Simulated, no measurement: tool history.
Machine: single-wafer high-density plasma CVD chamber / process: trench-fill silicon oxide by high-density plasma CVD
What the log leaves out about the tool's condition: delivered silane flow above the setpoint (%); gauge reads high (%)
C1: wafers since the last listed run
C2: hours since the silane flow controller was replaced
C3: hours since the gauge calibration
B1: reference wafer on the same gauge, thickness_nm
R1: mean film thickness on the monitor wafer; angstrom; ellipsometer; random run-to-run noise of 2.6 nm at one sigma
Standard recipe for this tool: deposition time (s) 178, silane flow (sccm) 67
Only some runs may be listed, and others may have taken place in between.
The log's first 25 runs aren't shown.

run 26 hour=1243.8 | deposition_time_(s)=178 silane_flow_(sccm)=77 | C1=260 C2=396.3 C3=619.5 | B1=1460.907 | R1=14106.33
run 27 hour=1279.6 | deposition_time_(s)=178 silane_flow_(sccm)=56 | C1=342 C2=432.1 C3=655.3 | B1=1460.260 | R1=10238.22
run 28 hour=1329.6 | deposition_time_(s)=154 silane_flow_(sccm)=62 | C1=478 C2=482.1 C3=705.3 | B1=1460.253 | R1=9866.47
run 29 hour=1376.8 | deposition_time_(s)=148 silane_flow_(sccm)=72 | C1=451 C2=529.3 C3=752.5 | B1=1459.574 | R1=10992.81
run 30 hour=1419.0 | deposition_time_(s)=178 silane_flow_(sccm)=54 | C1=403 C2=571.5 C3=794.7 | B1=1459.504 | R1=9935.85
run 31 hour=1489.1 | deposition_time_(s)=147 silane_flow_(sccm)=56 | C1=670 C2=641.6 C3=864.8 | B1=1460.182 | R1=8536.58
run 32 hour=1544.0 | deposition_time_(s)=178 silane_flow_(sccm)=67 | C1=525 C2=696.5 C3=919.7 | B1=1460.788 | R1=12286.60
run 33 hour=1609.7 | deposition_time_(s)=197 silane_flow_(sccm)=80 | C1=628 C2=762.2 C3=985.4 | B1=1459.641 | R1=16235.21
run 34 hour=1668.1 | deposition_time_(s)=178 silane_flow_(sccm)=67 | C1=558 C2=820.6 C3=1043.8 | B1=1460.023 | R1=12314.35

Forecast each of these 5 alternatives for the next run:
run A hour=1668.5 | deposition_time_(s)=147 silane_flow_(sccm)=67 | C1=3 C2=821.0 C3=1044.2 | B1=? | R1=?
run B hour=1668.5 | deposition_time_(s)=213 silane_flow_(sccm)=67 | C1=3 C2=821.0 C3=1044.2 | B1=? | R1=?
run C hour=1668.5 | deposition_time_(s)=148 silane_flow_(sccm)=67 | C1=3 C2=821.0 C3=1044.2 | B1=? | R1=?
run D hour=1668.5 | deposition_time_(s)=209 silane_flow_(sccm)=80 | C1=3 C2=821.0 C3=1044.2 | B1=? | R1=?
run E hour=1668.5 | deposition_time_(s)=178 silane_flow_(sccm)=78 | C1=3 C2=821.0 C3=1044.2 | B1=? | R1=?

run=A B1=1460.097 R1=10228.14
run=B B1=1460.097 R1=14820.37
run=C B1=1460.097 R1=10297.72
run=D B1=1460.097 R1=17363.64
run=E B1=1460.097 R1=14418.47
Stripped of hidden state, with their random variation kept, the same runs would have yielded:
run=A R1=10174.30
run=B R1=14742.36
run=C R1=10243.51
run=D R1=17272.24
run=E R1=14342.57
